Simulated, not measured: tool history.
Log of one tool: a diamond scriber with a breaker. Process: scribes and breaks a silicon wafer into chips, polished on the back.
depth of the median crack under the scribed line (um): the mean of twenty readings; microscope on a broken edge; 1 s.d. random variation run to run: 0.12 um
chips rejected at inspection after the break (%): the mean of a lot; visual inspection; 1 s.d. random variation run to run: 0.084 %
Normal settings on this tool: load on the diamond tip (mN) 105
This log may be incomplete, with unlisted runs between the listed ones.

run     day  load on the diamond tip (mN)  wafers since the last listed run  hours since the diamond tip was replaced  hours since the load on the tip was calibrated  incoming depth of the damage left on the back of the incoming wafer, um  depth of the median crack under the scribed line (um)  chips rejected at inspection after the break (%)
  1       0                           105                                 0                                      90.2                                           191.2                                                                     0.04                                                  10.77                                               2.7
  2     1.1                           105                                59                                     116.6                                           217.6                                                                     0.03                                                  10.74                                              2.71
  3   3.158                           125                               111                                       166                                             267                                                                     0.04                                                  11.76                                              1.98
  4   4.792                           125                                88                                     205.2                                           306.2                                                                     0.02                                                  11.85                                                 2
  5   7.462                           125                               145                                     269.3                                           370.3                                                                     0.03                                                  11.64                                              1.94
  6   9.712                            84                               122                                     323.3                                           424.3                                                                     0.02                                                   8.74                                             11.08
  7  11.725                            84                               109                                     371.6                                           472.6                                                                     0.01                                                   8.53                                             10.47
     14.075  -- diamond tip replaced by a new one
  8  14.438                            84                               142                                       8.7                                           537.7                                                                     0.04                                                  10.06                                              4.68
  9  15.817                            80                                74                                      41.8                                           570.8                                                                     0.04                                                   9.33                                              7.34
 10  18.117                            80                               125                                        97                                             626                                                                     0.03                                                   9.13                                               9.2
 11  19.383                            80                                68                                     127.4                                           656.4                                                                     0.03                                                   8.89                                              9.96
 12  21.425                           128                               110                                     176.4                                           705.4                                                                     0.03                                                  12.33                                              2.03
 13  23.762                           128                               127                                     232.5                                           761.5                                                                     0.03                                                  12.37                                              2.04
 14  25.721                           128                               106                                     279.5                                           808.5                                                                     0.03                                                  12.01                                              1.99
 15  28.079                           115                               128                                     336.1                                           865.1                                                                     0.03                                                  10.88                                              2.32
     29.608  -- diamond tip replaced by a new one
 16  35.654                            88                               407                                     145.1                                          1046.9                                                                     0.05                                                   9.23                                              7.28
 17  36.912                            88                                68                                     175.3                                          1077.1                                                                     0.01                                                   9.11                                              7.68
 18  39.196                            88                               124                                     230.1                                          1131.9                                                                     0.02                                                   9.06                                              8.41
 19  42.167                           105                               161                                     301.4                                          1203.2                                                                     0.03                                                  10.22                                              3.65
 20  44.642                            87                               134                                     360.8                                          1262.6                                                                     0.03                                                   8.94                                              9.68
     45.346  -- diamond tip replaced by a new one
 21  47.321                           105                               141                                      47.4                                          1326.9                                                                     0.02                                                  11.22                                              2.11
 22  48.862                           135                                83                                      84.4                                          1363.9                                                                     0.04                                                  13.29                                              3.16
 23  51.612                            76                               149                                     150.4                                          1429.9                                                                     0.05                                                   8.23                                                13
 24  54.446                            74                               154                                     218.4                                          1497.9                                                                     0.02                                                   8.11                                             13.81
 25  55.538                           131                                59                                     244.6                                          1524.1                                                                     0.04                                                  12.31                                              1.87
 26  56.879                            73                                72                                     276.8                                          1556.3                                                                     0.04                                                   7.99                                             16.62
 27  58.833                           133                               106                                     323.7                                          1603.2                                                                     0.01                                                  12.11                                              1.95
 28  60.379                            91                                84                                     360.8                                          1640.3                                                                     0.03                                                   9.24                                                 8
      61.95  -- load on the tip recalibrated
     62.379  -- diamond tip replaced by a new one
 29  64.079                            86                               192                                      40.8                                            51.1                                                                     0.03                                                   9.85                                              5.27
 30  66.929                           121                               154                                     109.2                                           119.5                                                                     0.02                                                     12                                                 2
 31  68.908                            92                               107                                     156.7                                             167                                                                     0.04                                                   9.66                                              5.47
 32  71.788                           105                               156                                     225.8                                           236.1                                                                     0.04                                                  10.51                                              3.14
 33  73.962                           124                               118                                       278                                           288.3                                                                     0.03                                                  11.56                                              1.95
 34  74.996                            81                                56                                     302.8                                           313.1                                                                     0.05                                                    8.5                                             11.26
 35  76.379                           118                                75                                       336                                           346.3                                                                     0.02                                                  11.17                                              2.07
     77.275  -- diamond tip replaced by a new one
 36  78.842                           127                               129                                      37.6                                           405.4                                                                     0.01                                                  13.09                                              2.84
 37  80.071                           105                                66                                      67.1                                           434.9                                                                     0.03                                                  11.33                                               2.2

4 ways to go on from here, each from the tool as it stands after run 37. What would each give?
  A  80.1                            83                                 1                                      67.8                                           435.6                                                                     0.01                                                      ?                                                 ?
  B  80.1                            82                                 1                                      67.8                                           435.6                                                                     0.01                                                      ?                                                 ?
  C  80.1                           114                                 1                                      67.8                                           435.6                                                                     0.01                                                      ?                                                 ?
  D  80.1                           130                                 1                                      67.8                                           435.6                                                                     0.01                                                      ?                                                 ?

run  depth of the median crack under the scribed line (um)  chips rejected at inspection after the break (%)
  A                                                    9.4                                              6.68
  B                                                   9.32                                              7.05
  C                                                  11.79                                               1.9
  D                                                  12.94                                              2.76
What these runs would have given with no unlogged condition in the tool:
run  depth of the median crack under the scribed line (um)  chips rejected at inspection after the break (%)
  A                                                   9.95                                              4.61
  B                                                   9.86                                               4.9
  C                                                  12.48                                              2.23
  D                                                  13.68                                              4.08

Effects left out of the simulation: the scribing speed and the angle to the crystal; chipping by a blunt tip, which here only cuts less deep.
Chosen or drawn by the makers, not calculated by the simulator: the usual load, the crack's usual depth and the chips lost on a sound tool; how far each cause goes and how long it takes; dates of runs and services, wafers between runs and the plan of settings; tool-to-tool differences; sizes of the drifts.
